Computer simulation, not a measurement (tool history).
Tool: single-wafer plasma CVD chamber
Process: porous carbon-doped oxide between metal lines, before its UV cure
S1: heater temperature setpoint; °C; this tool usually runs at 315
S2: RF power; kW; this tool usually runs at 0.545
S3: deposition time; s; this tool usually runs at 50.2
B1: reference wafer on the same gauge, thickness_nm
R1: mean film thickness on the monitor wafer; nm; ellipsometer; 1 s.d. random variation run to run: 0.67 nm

{"run": 1, "hour": 0.0, "S1": 315, "S2": 0.545, "S3": 50.2, "B1": 297.145, "R1": 262.139}
{"run": 2, "hour": 6.6, "S1": 315, "S2": 0.545, "S3": 50.2, "B1": 297.112, "R1": 262.454}
{"run": 3, "hour": 42.1, "S1": 315, "S2": 0.59, "S3": 50.2, "B1": 297.054, "R1": 273.603}
{"run": 4, "hour": 49.7, "S1": 315, "S2": 0.59, "S3": 50.2, "B1": 296.866, "R1": 274.096}
{"run": 5, "hour": 57.6, "S1": 315, "S2": 0.59, "S3": 50.2, "B1": 296.857, "R1": 273.83}
{"run": 6, "hour": 71.3, "S1": 315, "S2": 0.615, "S3": 50.2, "B1": 296.925, "R1": 279.778}
{"run": 7, "hour": 86.1, "S1": 315, "S2": 0.545, "S3": 50.2, "B1": 296.909, "R1": 263.833}
{"run": 8, "hour": 131.1, "S1": 315, "S2": 0.545, "S3": 50.2, "B1": 297.006, "R1": 261.978}
{"run": 9, "hour": 143.7, "S1": 315, "S2": 0.545, "S3": 50.2, "B1": 297.312, "R1": 261.624}
{"run": 10, "hour": 151.0, "S1": 315, "S2": 0.545, "S3": 50.2, "B1": 297.059, "R1": 261.057}
{"run": 11, "hour": 164.4, "S1": 315, "S2": 0.545, "S3": 50.2, "B1": 296.966, "R1": 261.52}
{"run": 12, "hour": 174.9, "S1": 315, "S2": 0.545, "S3": 50.2, "B1": 297.26, "R1": 262.574}
{"hour": 199.7, "done": "thermocouple changed; heater temperature recalibrated"}
{"run": 13, "hour": 200.2, "S1": 315, "S2": 0.545, "S3": 50.2, "B1": 297.071, "R1": 261.256}
{"run": 14, "hour": 207.0, "S1": 315, "S2": 0.545, "S3": 55.5, "B1": 297.133, "R1": 287.712}
{"run": 15, "hour": 213.2, "S1": 315, "S2": 0.545, "S3": 50.2, "B1": 296.949, "R1": 261.507}
{"run": 16, "hour": 226.5, "S1": 315, "S2": 0.545, "S3": 50.2, "B1": 296.943, "R1": 260.83}
{"run": 17, "hour": 234.5, "S1": 315, "S2": 0.58, "S3": 45.0, "B1": 297.352, "R1": 241.608}
{"hour": 235.1, "done": "gauge calibrated"}
{"run": 18, "hour": 244.3, "S1": 324, "S2": 0.455, "S3": 56.3, "B1": 297.056, "R1": 252.489}
{"run": 19, "hour": 258.9, "S1": 315, "S2": 0.545, "S3": 46.2, "B1": 296.835, "R1": 239.895}
{"run": 20, "hour": 267.9, "S1": 315, "S2": 0.545, "S3": 53.1, "B1": 297.018, "R1": 275.026}
{"hour": 287.4, "done": "showerhead replaced"}
{"run": 21, "hour": 299.9, "S1": 327, "S2": 0.64, "S3": 53.9, "B1": 297.383, "R1": 282.97}
{"run": 22, "hour": 310.3, "S1": 323, "S2": 0.5, "S3": 44.5, "B1": 297.063, "R1": 211.027}
{"hour": 330.4, "done": "RF generator calibrated"}
{"run": 23, "hour": 330.9, "S1": 309, "S2": 0.615, "S3": 46.1, "B1": 296.82, "R1": 273.64}
{"run": 24, "hour": 340.1, "S1": 306, "S2": 0.625, "S3": 55.2, "B1": 297.041, "R1": 335.517}
{"run": 25, "hour": 354.5, "S1": 315, "S2": 0.6, "S3": 54.5, "B1": 297.032, "R1": 307.002}
{"run": 26, "hour": 363.6, "S1": 324, "S2": 0.65, "S3": 43.7, "B1": 297.104, "R1": 245.294}
{"run": 27, "hour": 375.3, "S1": 326, "S2": 0.64, "S3": 42.4, "B1": 296.93, "R1": 234.398}
{"run": 28, "hour": 386.4, "S1": 315, "S2": 0.505, "S3": 50.2, "B1": 297.125, "R1": 259.454}
{"run": 29, "hour": 394.4, "S1": 315, "S2": 0.545, "S3": 50.2, "B1": 297.076, "R1": 270.563}
{"run": 30, "hour": 408.9, "S1": 329, "S2": 0.51, "S3": 50.2, "B1": 296.937, "R1": 241.053}
{"run": 31, "hour": 416.0, "S1": 315, "S2": 0.545, "S3": 50.2, "B1": 297.204, "R1": 271.138}
{"run": 32, "hour": 433.4, "S1": 315, "S2": 0.545, "S3": 50.2, "B1": 296.816, "R1": 271.258}
{"run": 33, "hour": 451.1, "S1": 315, "S2": 0.545, "S3": 50.2, "B1": 296.591, "R1": 269.97}

Here are 5 independent what-if runs from the current tool condition. What would each one return?
{"run": "A", "hour": 451.5, "S1": 315, "S2": 0.545, "S3": 50.2, "B1": "?", "R1": "?"}
{"run": "B", "hour": 451.5, "S1": 304, "S2": 0.44, "S3": 54.2, "B1": "?", "R1": "?"}
{"run": "C", "hour": 451.5, "S1": 302, "S2": 0.49, "S3": 53.5, "B1": "?", "R1": "?"}
{"run": "D", "hour": 451.5, "S1": 307, "S2": 0.64, "S3": 50.2, "B1": "?", "R1": "?"}
{"run": "E", "hour": 451.5, "S1": 310, "S2": 0.545, "S3": 40.3, "B1": "?", "R1": "?"}

run=A B1=296.936 R1=269.424
run=B B1=296.936 R1=278.850
run=C B1=296.936 R1=294.404
run=D B1=296.936 R1=307.313
run=E B1=296.936 R1=223.991
Had the tool no hidden state, the same runs would have come out as:
run=A R1=270.103
run=B R1=279.563
run=C R1=295.146
run=D R1=308.071
run=E R1=224.555
